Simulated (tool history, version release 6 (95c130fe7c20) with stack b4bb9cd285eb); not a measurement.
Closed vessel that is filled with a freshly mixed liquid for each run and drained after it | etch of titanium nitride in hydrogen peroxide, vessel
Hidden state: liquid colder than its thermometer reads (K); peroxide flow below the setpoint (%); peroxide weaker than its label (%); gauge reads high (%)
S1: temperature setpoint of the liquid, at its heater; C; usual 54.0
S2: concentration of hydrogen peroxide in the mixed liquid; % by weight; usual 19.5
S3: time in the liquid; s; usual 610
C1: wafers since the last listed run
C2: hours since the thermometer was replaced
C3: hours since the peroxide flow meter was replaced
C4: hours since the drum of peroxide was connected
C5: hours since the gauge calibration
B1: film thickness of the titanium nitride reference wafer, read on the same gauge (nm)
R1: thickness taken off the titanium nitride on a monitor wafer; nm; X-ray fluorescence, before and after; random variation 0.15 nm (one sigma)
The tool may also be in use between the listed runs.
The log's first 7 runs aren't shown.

{"run": 8, "day": 5.067, "S1": 54.0, "S2": 19.5, "S3": 610, "C1": 1125, "C2": 1174.0, "C3": 1467.7, "C4": 747.8, "C5": 142.4, "B1": 100.02, "R1": 17.55}
{"day": 5.746, "done": "thermometer replaced"}
{"run": 9, "day": 7.283, "S1": 54.0, "S2": 19.5, "S3": 610, "C1": 4738, "C2": 36.9, "C3": 1520.9, "C4": 801.0, "C5": 195.6, "B1": 100.0, "R1": 19.48}
{"day": 7.871, "done": "peroxide flow meter replaced"}
{"run": 10, "day": 7.958, "S1": 54.0, "S2": 19.5, "S3": 610, "C1": 1379, "C2": 53.1, "C3": 2.1, "C4": 817.2, "C5": 211.8, "B1": 99.97, "R1": 19.46}
{"run": 11, "day": 8.542, "S1": 54.0, "S2": 19.5, "S3": 610, "C1": 1270, "C2": 67.1, "C3": 16.1, "C4": 831.2, "C5": 225.8, "B1": 100.02, "R1": 19.32}
{"run": 12, "day": 9.288, "S1": 54.0, "S2": 19.5, "S3": 610, "C1": 1624, "C2": 85.0, "C3": 34.0, "C4": 849.1, "C5": 243.7, "B1": 99.98, "R1": 19.36}
{"run": 13, "day": 9.588, "S1": 54.0, "S2": 25.0, "S3": 945, "C1": 653, "C2": 92.2, "C3": 41.2, "C4": 856.3, "C5": 250.9, "B1": 100.03, "R1": 31.32}
{"run": 14, "day": 9.85, "S1": 54.0, "S2": 19.5, "S3": 610, "C1": 571, "C2": 98.5, "C3": 47.5, "C4": 862.6, "C5": 257.2, "B1": 100.01, "R1": 19.33}
{"run": 15, "day": 10.292, "S1": 47.5, "S2": 19.5, "S3": 610, "C1": 962, "C2": 109.1, "C3": 58.1, "C4": 873.2, "C5": 267.8, "B1": 100.05, "R1": 11.9}
{"day": 10.762, "done": "new drum of peroxide connected"}
{"run": 16, "day": 10.95, "S1": 63.5, "S2": 13.5, "S3": 610, "C1": 1343, "C2": 124.9, "C3": 73.9, "C4": 4.5, "C5": 283.6, "B1": 100.03, "R1": 34.4}

The next listed run, before its measurement:
{"day": 11.971, "done": "gauge calibrated"}
{"run": 17, "day": 12.454, "S1": 54.0, "S2": 19.5, "S3": 610, "C1": 3276, "C2": 161.0, "C3": 110.0, "C4": 40.6, "C5": 11.6, "B1": "?", "R1": "?"}

Run 17 gave B1 100.02, R1 19.16 nm.
Without the tool's hidden state the same run would have given R1 19.96 nm.
